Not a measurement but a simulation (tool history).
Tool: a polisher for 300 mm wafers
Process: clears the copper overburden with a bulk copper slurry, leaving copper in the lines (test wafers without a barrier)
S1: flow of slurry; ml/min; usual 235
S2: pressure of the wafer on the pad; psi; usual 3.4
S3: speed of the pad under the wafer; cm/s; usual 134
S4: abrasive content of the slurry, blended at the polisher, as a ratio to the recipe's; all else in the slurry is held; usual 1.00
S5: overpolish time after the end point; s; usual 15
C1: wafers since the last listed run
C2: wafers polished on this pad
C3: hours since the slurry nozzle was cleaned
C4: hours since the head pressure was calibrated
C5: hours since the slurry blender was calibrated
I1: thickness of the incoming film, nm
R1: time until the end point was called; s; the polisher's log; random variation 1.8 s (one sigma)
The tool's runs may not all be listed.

| run | hour | S1 | S2 | S3 | S4 | S5 | C1 | C2 | C3 | C4 | C5 | I1 | R1 |
|---|---|---|---|---|---|---|---|---|---|---|---|---|---|
| 1 | 0.0 | 235 | 3.4 | 134 | 1.00 | 15 | 0 | 1376 | 84.0 | 422.0 | 115.7 | 1395.5 | 103.3 |
|  | 40.1 | worn pad replaced by a new one |
| 2 | 63.3 | 235 | 4.1 | 134 | 1.00 | 15 | 295 | 115 | 147.3 | 485.3 | 179.0 | 1399.7 | 86.1 |
| 3 | 89.6 | 235 | 4.1 | 134 | 1.00 | 15 | 131 | 246 | 173.6 | 511.6 | 205.3 | 1390.7 | 89.8 |
| 4 | 157.0 | 250 | 3.4 | 134 | 1.20 | 15 | 335 | 582 | 241.0 | 579.0 | 272.7 | 1390.7 | 105.6 |
|  | 178.4 | slurry blender recalibrated |
| 5 | 186.8 | 250 | 3.4 | 134 | 1.20 | 15 | 138 | 721 | 270.8 | 608.8 | 8.4 | 1405.0 | 99.3 |
|  | 205.7 | slurry nozzle cleaned |
| 6 | 257.9 | 235 | 4.0 | 134 | 1.00 | 15 | 349 | 1070 | 52.2 | 679.9 | 79.5 | 1403.6 | 84.0 |
|  | 289.6 | worn pad replaced by a new one |
| 7 | 301.9 | 235 | 4.0 | 134 | 1.00 | 15 | 199 | 61 | 96.2 | 723.9 | 123.5 | 1393.9 | 84.2 |
| 8 | 326.8 | 235 | 4.0 | 134 | 1.00 | 15 | 124 | 185 | 121.1 | 748.8 | 148.4 | 1408.7 | 88.7 |
| 9 | 391.0 | 235 | 3.4 | 134 | 1.00 | 15 | 319 | 505 | 185.3 | 813.0 | 212.6 | 1382.8 | 106.5 |
| 10 | 429.7 | 235 | 3.4 | 134 | 1.00 | 15 | 192 | 698 | 224.0 | 851.7 | 251.3 | 1391.8 | 109.8 |
|  | 447.3 | slurry nozzle cleaned |
| 11 | 462.6 | 235 | 3.4 | 134 | 1.00 | 15 | 158 | 857 | 15.3 | 884.6 | 284.2 | 1405.6 | 107.0 |
| 12 | 511.8 | 235 | 3.4 | 134 | 1.00 | 15 | 245 | 1102 | 64.5 | 933.8 | 333.4 | 1395.7 | 104.8 |
|  | 516.0 | slurry blender recalibrated |
|  | 548.0 | worn pad replaced by a new one |
| 13 | 548.5 | 235 | 3.4 | 134 | 1.00 | 15 | 152 | 2 | 101.2 | 970.5 | 32.5 | 1399.8 | 94.2 |
| 14 | 615.6 | 235 | 3.4 | 106 | 1.00 | 18 | 334 | 336 | 168.3 | 1037.6 | 99.6 | 1404.4 | 113.7 |
| 15 | 676.2 | 235 | 4.6 | 134 | 0.75 | 15 | 301 | 638 | 228.9 | 1098.2 | 160.2 | 1421.8 | 86.8 |
|  | 709.9 | slurry nozzle cleaned |
| 16 | 713.1 | 235 | 3.4 | 174 | 1.00 | 15 | 178 | 817 | 3.2 | 1135.1 | 197.1 | 1379.6 | 87.3 |
|  | 731.0 | head pressure recalibrated |
| 17 | 764.3 | 300 | 3.1 | 134 | 0.85 | 15 | 245 | 1062 | 54.4 | 33.3 | 248.3 | 1391.8 | 117.2 |
|  | 793.5 | worn pad replaced by a new one |
|  | 801.2 | slurry blender recalibrated |
| 18 | 801.9 | 235 | 3.4 | 134 | 1.00 | 15 | 157 | 31 | 92.0 | 70.9 | 0.7 | 1379.3 | 88.7 |
| 19 | 843.5 | 205 | 3.4 | 134 | 1.00 | 18 | 207 | 238 | 133.6 | 112.5 | 42.3 | 1405.4 | 100.4 |
| 20 | 909.0 | 235 | 3.4 | 112 | 1.00 | 15 | 326 | 565 | 199.1 | 178.0 | 107.8 | 1388.9 | 112.3 |
|  | 990.9 | slurry nozzle cleaned |
|  | 1066.1 | slurry blender recalibrated |
| 21 | 1100.9 | 235 | 3.4 | 134 | 1.00 | 12 | 941 | 1506 | 110.0 | 369.9 | 34.8 | 1379.3 | 95.6 |
|  | 1108.5 | worn pad replaced by a new one |
| 22 | 1171.2 | 235 | 3.4 | 134 | 1.00 | 15 | 330 | 312 | 180.3 | 440.2 | 105.1 | 1394.5 | 106.9 |
| 23 | 1213.7 | 235 | 3.4 | 134 | 0.85 | 15 | 211 | 524 | 222.8 | 482.7 | 147.6 | 1424.7 | 115.7 |
|  | 1263.8 | slurry nozzle cleaned |
| 24 | 1283.1 | 235 | 3.4 | 134 | 0.85 | 15 | 340 | 865 | 19.3 | 552.1 | 217.0 | 1404.6 | 109.8 |
| 25 | 1337.3 | 235 | 3.4 | 134 | 1.00 | 15 | 270 | 1135 | 73.5 | 606.3 | 271.2 | 1401.3 | 106.7 |
|  | 1371.1 | slurry blender recalibrated |
|  | 1397.0 | worn pad replaced by a new one |
| 26 | 1400.2 | 235 | 2.8 | 134 | 1.00 | 15 | 283 | 15 | 136.4 | 669.2 | 29.1 | 1400.6 | 122.1 |

5 ways to go on from here, each from the tool as it stands after run 26. What would each give?
| A | 1400.7 | 235 | 3.4 | 134 | 1.10 | 15 | 2 | 18 | 136.9 | 669.7 | 29.6 | 1385.1 | ? |
| B | 1400.7 | 235 | 3.8 | 134 | 1.00 | 15 | 2 | 18 | 136.9 | 669.7 | 29.6 | 1385.1 | ? |
| C | 1400.7 | 235 | 4.6 | 122 | 1.10 | 20 | 2 | 18 | 136.9 | 669.7 | 29.6 | 1385.1 | ? |
| D | 1400.7 | 235 | 2.5 | 122 | 1.00 | 19 | 2 | 18 | 136.9 | 669.7 | 29.6 | 1385.1 | ? |
| E | 1400.7 | 235 | 3.4 | 158 | 1.00 | 15 | 2 | 18 | 136.9 | 669.7 | 29.6 | 1385.1 | ? |

| run | R1 |
|---|---|
| A | 93.8 |
| B | 86.1 |
| C | 73.2 |
| D | 138.3 |
| E | 86.9 |
Without the tool's hidden state the same runs would have given:
| run | R1 |
|---|---|
| A | 87.3 |
| B | 80.2 |
| C | 68.2 |
| D | 128.9 |
| E | 81.0 |
